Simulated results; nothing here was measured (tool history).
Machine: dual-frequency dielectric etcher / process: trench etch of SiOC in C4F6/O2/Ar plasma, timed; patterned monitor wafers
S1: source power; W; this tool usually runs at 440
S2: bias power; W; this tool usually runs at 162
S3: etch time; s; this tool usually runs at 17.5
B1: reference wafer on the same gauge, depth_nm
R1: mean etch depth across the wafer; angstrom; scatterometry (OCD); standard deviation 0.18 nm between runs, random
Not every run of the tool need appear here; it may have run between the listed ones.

run    hour   S1   S2    S3     B1     R1
  1       0  480  162  14.5  31.63  311.5
  2    99.6  480  162  14.5  31.55  314.6
      138.5  -- source power generator calibrated
  3   146.6  480  162  14.5  31.55  303.9
      174.8  -- wet clean of the chamber
  4   231.7  440  162  17.5  31.65  352.2
  5   286.3  440  162  17.5  31.63  345.5
  6   348.8  440  162  17.5  31.59  352.5
  7     436  440  162  17.5   31.6  347.1
  8   536.1  440  162  17.5  31.62  349.8
  9   635.3  440  162  17.5  31.65  350.5
      741.3  -- wet clean of the chamber
 10   741.8  440  162  17.5  31.63  349.3
 11   845.9  440  162  17.5  31.66  347.6
 12   899.1  440  162  17.5  31.56  350.2
 13    1007  440  162  17.5  31.71  352.1
 14  1092.5  440  162  17.5  31.57  354.3
 15  1156.1  440  193  17.5  31.65  366.3
     1300.1  -- wet clean of the chamber
     1436.5  -- bias power generator calibrated
 16  1444.9  440  140    15  31.58  300.5
 17  1482.2  490  162    16  31.55  351.7
     1561.3  -- upper electrode replaced
 18  1561.8  440  177    20  31.65  416.3
     1581.9  -- source power generator calibrated
     1590.6  -- gauge calibrated
 19  1601.1  350  142  20.5  31.53  340.3
 20  1643.2  330  162  17.5  31.61  284.9
 21  1721.4  440  162  17.5  31.59    349
 22  1785.2  550  133    15  31.61  327.8
     1814.5  -- wet clean of the chamber
 23  1869.4  440  145  17.5  31.61    341
 24  2144.4  440  188  17.5  31.67  359.5
 25  2219.4  360  175  21.5  31.54  378.5
 26  2311.1  440  192  17.5  31.71  359.5
 27  2383.5  440  162  17.5  31.61  346.4
     2442.5  -- wet clean of the chamber
 28  2474.7  440  189  17.5  31.49  365.9
 29  2558.5  440  162  17.5  31.57  353.1
 30  2662.8  380  129    20  31.59  352.8

Each row is a separate what-if for the run after 30, all from the same tool condition, not one after another. Results?
  A  2663.2  440  162  17.5   ?   ?
  B  2663.2  360  183    19   ?   ?
  C  2663.2  440  162    13   ?   ?

run     B1     R1
  A  31.66  354.8
  B  31.66  345.6
  C  31.66  263.6
Stripped of hidden state, with their random variation kept, the same runs would have yielded:
run     R1
  A  350.4
  B  341.3
  C  260.3

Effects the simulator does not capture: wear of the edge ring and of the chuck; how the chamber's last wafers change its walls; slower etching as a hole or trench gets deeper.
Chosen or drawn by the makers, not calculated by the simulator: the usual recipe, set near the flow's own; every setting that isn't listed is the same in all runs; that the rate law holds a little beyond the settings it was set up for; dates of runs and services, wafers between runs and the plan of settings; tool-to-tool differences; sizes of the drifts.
